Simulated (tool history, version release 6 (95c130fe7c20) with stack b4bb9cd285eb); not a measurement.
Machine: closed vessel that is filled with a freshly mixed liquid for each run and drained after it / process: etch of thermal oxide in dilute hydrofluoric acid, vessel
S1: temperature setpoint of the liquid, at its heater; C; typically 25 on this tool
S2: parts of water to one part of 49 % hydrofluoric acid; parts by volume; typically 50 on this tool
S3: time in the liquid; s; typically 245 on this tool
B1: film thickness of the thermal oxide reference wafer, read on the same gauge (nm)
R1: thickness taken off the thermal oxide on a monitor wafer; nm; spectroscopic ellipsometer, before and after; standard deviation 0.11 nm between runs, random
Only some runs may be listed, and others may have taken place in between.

{"run": 1, "hour": 0.0, "S1": 25, "S2": 50, "S3": 245, "B1": 139.98, "R1": 20.34}
{"run": 2, "hour": 24.0, "S1": 25, "S2": 50, "S3": 245, "B1": 139.98, "R1": 20.4}
{"run": 3, "hour": 45.9, "S1": 25, "S2": 50, "S3": 245, "B1": 140.03, "R1": 20.25}
{"run": 4, "hour": 64.2, "S1": 25, "S2": 50, "S3": 245, "B1": 140, "R1": 20.2}
{"run": 5, "hour": 99.7, "S1": 25, "S2": 60, "S3": 245, "B1": 140.03, "R1": 16.57}
{"run": 6, "hour": 129.0, "S1": 25, "S2": 60, "S3": 245, "B1": 140.01, "R1": 16.47}
{"run": 7, "hour": 155.6, "S1": 25, "S2": 60, "S3": 245, "B1": 140.02, "R1": 16.53}
{"run": 8, "hour": 174.4, "S1": 25, "S2": 50, "S3": 245, "B1": 140.04, "R1": 19.86}
{"run": 9, "hour": 195.3, "S1": 29.5, "S2": 50, "S3": 245, "B1": 140.01, "R1": 24.1}
{"hour": 246.7, "done": "hydrofluoric acid flow meter replaced"}
{"run": 10, "hour": 301.6, "S1": 25, "S2": 30, "S3": 330, "B1": 139.98, "R1": 52.72}
{"run": 11, "hour": 320.0, "S1": 25, "S2": 60, "S3": 245, "B1": 140, "R1": 18.95}
{"hour": 331.8, "done": "gauge calibrated"}
{"hour": 333.2, "done": "thermometer replaced"}
{"run": 12, "hour": 336.5, "S1": 25, "S2": 50, "S3": 245, "B1": 139.97, "R1": 22.96}
{"run": 13, "hour": 357.7, "S1": 29.5, "S2": 40, "S3": 245, "B1": 140.04, "R1": 34.74}
{"run": 14, "hour": 382.0, "S1": 21.5, "S2": 50, "S3": 370, "B1": 139.99, "R1": 29.96}
{"run": 15, "hour": 398.8, "S1": 21.5, "S2": 65, "S3": 245, "B1": 139.97, "R1": 15.13}
{"run": 16, "hour": 423.0, "S1": 28, "S2": 30, "S3": 350, "B1": 139.99, "R1": 63.12}
{"run": 17, "hour": 450.9, "S1": 28.5, "S2": 60, "S3": 340, "B1": 140.05, "R1": 29.85}

3 options for the next run, each taken on its own from the tool as it stands now. Forecast them:
{"run": "A", "hour": 451.6, "S1": 25, "S2": 50, "S3": 245, "B1": "?", "R1": "?"}
{"run": "B", "hour": 451.6, "S1": 25, "S2": 55, "S3": 365, "B1": "?", "R1": "?"}
{"run": "C", "hour": 451.6, "S1": 28, "S2": 50, "S3": 110, "B1": "?", "R1": "?"}

run=A B1=140.01 R1=22.78
run=B B1=140.01 R1=30.64
run=C B1=140.01 R1=11.54
Stripped of hidden state, with their random variation kept, the same runs would have yielded:
run=A R1=23.13
run=B R1=31.12
run=C R1=11.72

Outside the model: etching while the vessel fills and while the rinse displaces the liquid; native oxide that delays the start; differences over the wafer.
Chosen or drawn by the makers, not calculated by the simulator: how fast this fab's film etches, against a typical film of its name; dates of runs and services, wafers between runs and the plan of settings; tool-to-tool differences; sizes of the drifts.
